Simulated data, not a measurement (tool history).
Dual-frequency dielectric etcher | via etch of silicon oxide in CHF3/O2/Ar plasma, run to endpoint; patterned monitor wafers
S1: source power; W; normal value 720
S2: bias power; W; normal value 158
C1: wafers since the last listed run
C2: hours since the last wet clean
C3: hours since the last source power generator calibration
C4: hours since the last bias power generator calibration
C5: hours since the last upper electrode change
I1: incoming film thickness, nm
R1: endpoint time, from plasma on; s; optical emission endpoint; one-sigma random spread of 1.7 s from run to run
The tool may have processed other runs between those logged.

run     day   S1   S2  C1     C2      C3      C4      C5     I1     R1
  1   0.000  720  179   0  183.8  4044.0  3602.5  2460.6  433.0  182.6
  2   0.375  720  179  29  192.8  4053.0  3611.5  2469.6  430.6  178.0
  3   0.854  850  158  38  204.3  4064.5  3623.0  2481.1  434.0  177.2
  4   1.333  790  158  38  215.8  4076.0  3634.5  2492.6  430.3  180.4
  5   1.950  720  158  49  230.6  4090.8  3649.3  2507.4  428.7  186.5
  6   2.571  720  158  49  245.5  4105.7  3664.2  2522.3  430.4  186.7
  7   2.988  720  158  33  255.5  4115.7  3674.2  2532.3  431.1  188.4
  8   3.254  720  174  21  261.9  4122.1  3680.6  2538.7  438.4  182.9
  9   3.738  720  174  38  273.5  4133.7  3692.2  2550.3  430.0  176.5
 10   4.071  720  174  26  281.5  4141.7  3700.2  2558.3  429.6  179.6
 11   4.458  840  158  30  290.8  4151.0  3709.5  2567.6  430.6  176.7
 12   4.738  840  158  22  297.5  4157.7  3716.2  2574.3  428.5  175.2
      5.167  -- source power generator calibrated
 13   5.425  640  137  41  314.0     6.2  3732.7  2590.8  433.0  209.4
 14   6.067  640  137  51  329.4    21.6  3748.1  2606.2  432.6  205.9
 15   6.354  670  131  22  336.3    28.5  3755.0  2613.1  429.2  207.2
 16   6.817  670  131  36  347.4    39.6  3766.1  2624.2  436.0  207.5
 17   7.288  560  124  37  358.7    50.9  3777.4  2635.5  430.4  224.2
      8.550  -- wet clean of the chamber
 18   8.571  720  189  22    0.5    81.7  3808.2  2666.3  431.9  177.5
 19   8.588  720  158   1    0.9    82.1  3808.6  2666.7  428.0  190.9
 20   9.025  720  158  34   11.4    92.6  3819.1  2677.2  432.5  194.7
 21   9.608  780  123  46   25.4   106.6  3833.1  2691.2  428.8  209.9
 22  10.312  720  158  56   42.3   123.5  3850.0  2708.1  430.9  189.9
 23  10.792  800  126  38   53.8   135.0  3861.5  2719.6  428.6  203.9
 24  11.392  720  158  47   68.2   149.4  3875.9  2734.0  429.7  192.2
     12.412  -- upper electrode replaced
 25  12.433  720  158   3   93.2   174.4  3900.9     0.5  429.4  187.1
 26  12.450  780  141   1   93.6   174.8  3901.3     0.9  431.6  193.0
 27  12.467  570  158   1   94.0   175.2  3901.7     1.3  430.9  203.7
 28  12.838  890  189  29  102.9   184.1  3910.6    10.2  430.0  162.4
     13.046  -- bias power generator calibrated
 29  13.446  800  145  35  117.5   198.7     9.6    24.8  425.7  187.3
 30  14.292  800  145  67  137.8   219.0    29.9    45.1  433.1  193.0
 31  14.979  800  170  54  154.3   235.5    46.4    61.6  428.2  174.3
 32  15.267  560  189  22  161.2   242.4    53.3    68.5  427.4  185.3
 33  15.596  610  194  26  169.1   250.3    61.2    76.4  430.5  178.8
 34  16.246  720  158  51  184.7   265.9    76.8    92.0  427.9  185.7
 35  16.758  720  158  40  197.0   278.2    89.1   104.3  429.4  186.5
 36  17.092  590  135  26  205.0   286.2    97.1   112.3  432.2  217.2

How the hidden state differs across the entries between the runs, from the last listed run before each to the first after it:
Between runs 12 and 13: source power generator calibrated (day 5.167)
  etch rate over this chamber's usual, %: 2.75 -> 2.95
  the result without the hidden state subtracted from the measured one, R1: -4.8 -> -6.1 s
Between runs 17 and 18: wet clean of the chamber (day 8.550)
  etch rate over this chamber's usual, %: 3.47 -> -0.232
  the result without the hidden state subtracted from the measured one, R1: -7.7 -> +0.4 s
Between runs 24 and 25: upper electrode replaced (day 12.412)
  etch rate over this chamber's usual, %: 0.56 -> 0.853
  the result without the hidden state subtracted from the measured one, R1: -1.0 -> -1.6 s
Between runs 28 and 29: bias power generator calibrated (day 13.046)
  etch rate over this chamber's usual, %: 0.966 -> 1.14
  the result without the hidden state subtracted from the measured one, R1: -1.5 -> -2.1 s
